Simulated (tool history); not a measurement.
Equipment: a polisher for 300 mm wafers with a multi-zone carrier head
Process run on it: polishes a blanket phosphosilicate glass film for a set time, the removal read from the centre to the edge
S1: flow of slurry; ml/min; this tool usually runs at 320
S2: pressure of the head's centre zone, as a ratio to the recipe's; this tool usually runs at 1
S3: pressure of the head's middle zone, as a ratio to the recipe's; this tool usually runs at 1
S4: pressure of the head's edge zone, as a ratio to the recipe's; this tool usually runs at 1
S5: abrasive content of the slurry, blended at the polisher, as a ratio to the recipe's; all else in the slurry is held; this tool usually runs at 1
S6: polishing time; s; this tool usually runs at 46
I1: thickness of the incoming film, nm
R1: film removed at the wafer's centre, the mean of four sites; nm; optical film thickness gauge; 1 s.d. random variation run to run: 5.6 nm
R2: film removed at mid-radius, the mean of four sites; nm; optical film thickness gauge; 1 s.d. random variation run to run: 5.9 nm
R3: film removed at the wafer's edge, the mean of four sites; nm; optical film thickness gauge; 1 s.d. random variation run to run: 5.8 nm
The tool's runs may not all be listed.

run   hour   S1    S2    S3    S4  S5  S6      I1     R1     R2     R3
  1      0  320     1     1     1   1  46  4334.7  480.2  490.7  489.9
  2   16.6  320     1     1     1   1  46  4270.5  479.3  502.6  495.6
      27.3  -- worn pad replaced by a new one
  3   32.9  320     1     1     1   1  46    4275  476.8  494.9  491.2
  4   41.3  320     1     1     1   1  46  4269.1  477.2  495.3  490.5
  5   51.8  320     1     1     1   1  46  4306.7  484.6  500.9  479.6
  6   64.1  320  1.05     1     1   1  46  4285.5  505.9  496.2  485.4
  7   71.4  320  1.05     1     1   1  46  4231.1  497.1  507.2  477.4
      77.8  -- worn pad replaced by a new one
  8   83.7  320  1.05     1     1   1  46  4293.3  505.9  505.9  488.8
     123.1  -- worn pad replaced by a new one
  9  134.2  320  0.97     1     1   1  46  4348.8  461.9  505.6  489.3
     145.8  -- carrier head's membrane replaced by a new one
 10  146.3  320  0.96     1     1   1  34  4327.1  341.6  367.7  359.3
     148.3  -- edge zone pressure recalibrated
 11  155.4  320     1     1     1   1  46  4245.5    484  497.4  479.8
     161.4  -- slurry nozzle cleaned
       165  -- worn pad replaced by a new one
 12  166.6  320     1     1  1.06   1  46    4313  490.3  510.6  498.1
 13  176.5  355  0.92     1     1   1  39  4235.8  379.6  429.3  409.6
     181.7  -- centre zone pressure recalibrated
 14    184  395     1  1.06     1   1  46  4255.1  474.2  529.8  490.6
 15  193.3  320  0.95  1.11  0.95   1  46    4317  452.3    544  485.5
 16  204.7  320     1     1     1   1  46  4297.8  467.9  502.7  488.9
     209.3  -- worn pad replaced by a new one
 17    215  320     1     1     1   1  46  4252.6  470.9  494.7  483.7
 18  226.7  320  1.11     1     1   1  46  4315.8  531.2  491.7  492.4
 19  239.3  320  0.94     1   1.1   1  46  4316.1  447.7    508  505.1

Predict each of these 3 candidate next runs independently; none follows another, all start after run 19:
  A  239.7  320     1     1     1   1  46  4333.7   ?   ?   ?
  B  239.7  415  1.06  0.88  1.09   1  46  4333.7   ?   ?   ?
  C  239.7  290     1  0.89     1   1  46  4333.7   ?   ?   ?

run     R1     R2     R3
  A  483.8  500.7  487.9
  B  520.6  467.8  510.1
  C  480.6  462.2  486.4
What these runs would have given with no unlogged condition in the tool:
run     R1     R2     R3
  A  483.8  500.7  487.9
  B  520.6  467.8  510.1
  C  480.6  462.2  486.4

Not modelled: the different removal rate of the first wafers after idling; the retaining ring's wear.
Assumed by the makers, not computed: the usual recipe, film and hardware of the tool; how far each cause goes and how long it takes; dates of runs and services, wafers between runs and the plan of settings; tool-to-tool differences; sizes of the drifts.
